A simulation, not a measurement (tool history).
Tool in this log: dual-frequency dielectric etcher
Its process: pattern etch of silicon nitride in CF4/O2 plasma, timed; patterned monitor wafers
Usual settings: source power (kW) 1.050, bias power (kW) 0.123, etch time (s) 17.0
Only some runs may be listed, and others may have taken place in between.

run	hour	source power (kW)	bias power (kW)	etch time (s)	read-back reference wafer on the same gauge, depth_nm	mean etch depth across the wafer (Å)
1	0.0	1.050	0.123	17.0	51.0	543
2	31.6	1.050	0.123	17.0	51.0	544
3	54.6	0.890	0.123	17.0	51.0	505
4	86.9	0.890	0.123	17.0	50.9	504
5	102.4	0.890	0.123	17.0	50.8	503
6	132.4	1.050	0.123	17.0	50.8	543
7	153.3	1.050	0.123	17.0	50.8	537
8	186.8	1.050	0.104	17.0	50.7	515
9	201.4	1.050	0.123	17.0	50.7	540
10	234.4	1.050	0.123	17.0	50.6	537
# hour 243.2: bias power generator calibrated
# hour 257.9: gauge calibrated
# hour 259.2: wet clean of the chamber
11	261.9	1.050	0.123	17.0	51.1	544
# hour 291.1: source power generator calibrated
12	291.6	0.960	0.145	20.5	51.1	657
13	303.1	1.050	0.096	17.0	51.1	511
14	315.6	1.050	0.138	15.5	51.1	508
# hour 344.9: upper electrode replaced
15	349.3	1.050	0.123	17.0	51.0	542
16	375.1	1.050	0.146	17.0	51.0	565
17	392.8	1.050	0.123	17.0	50.9	541
18	408.1	1.050	0.123	21.5	50.8	679
19	431.8	1.050	0.123	17.0	50.8	539
20	467.7	1.300	0.123	13.0	50.7	453
# hour 492.1: gauge calibrated
21	493.0	1.130	0.095	17.0	51.2	527

3 options for the next run, each taken on its own from the tool as it stands now. Forecast them:
A	493.4	1.050	0.123	17.0	?	?
B	493.4	1.050	0.099	17.0	?	?
C	493.4	0.800	0.097	12.5	?	?

run	read-back reference wafer on the same gauge, depth_nm	mean etch depth across the wafer (Å)
A	51.2	545
B	51.2	518
C	51.2	339
Without the tool's hidden state the same runs would have given:
run	mean etch depth across the wafer (Å)
A	544
B	517
C	338
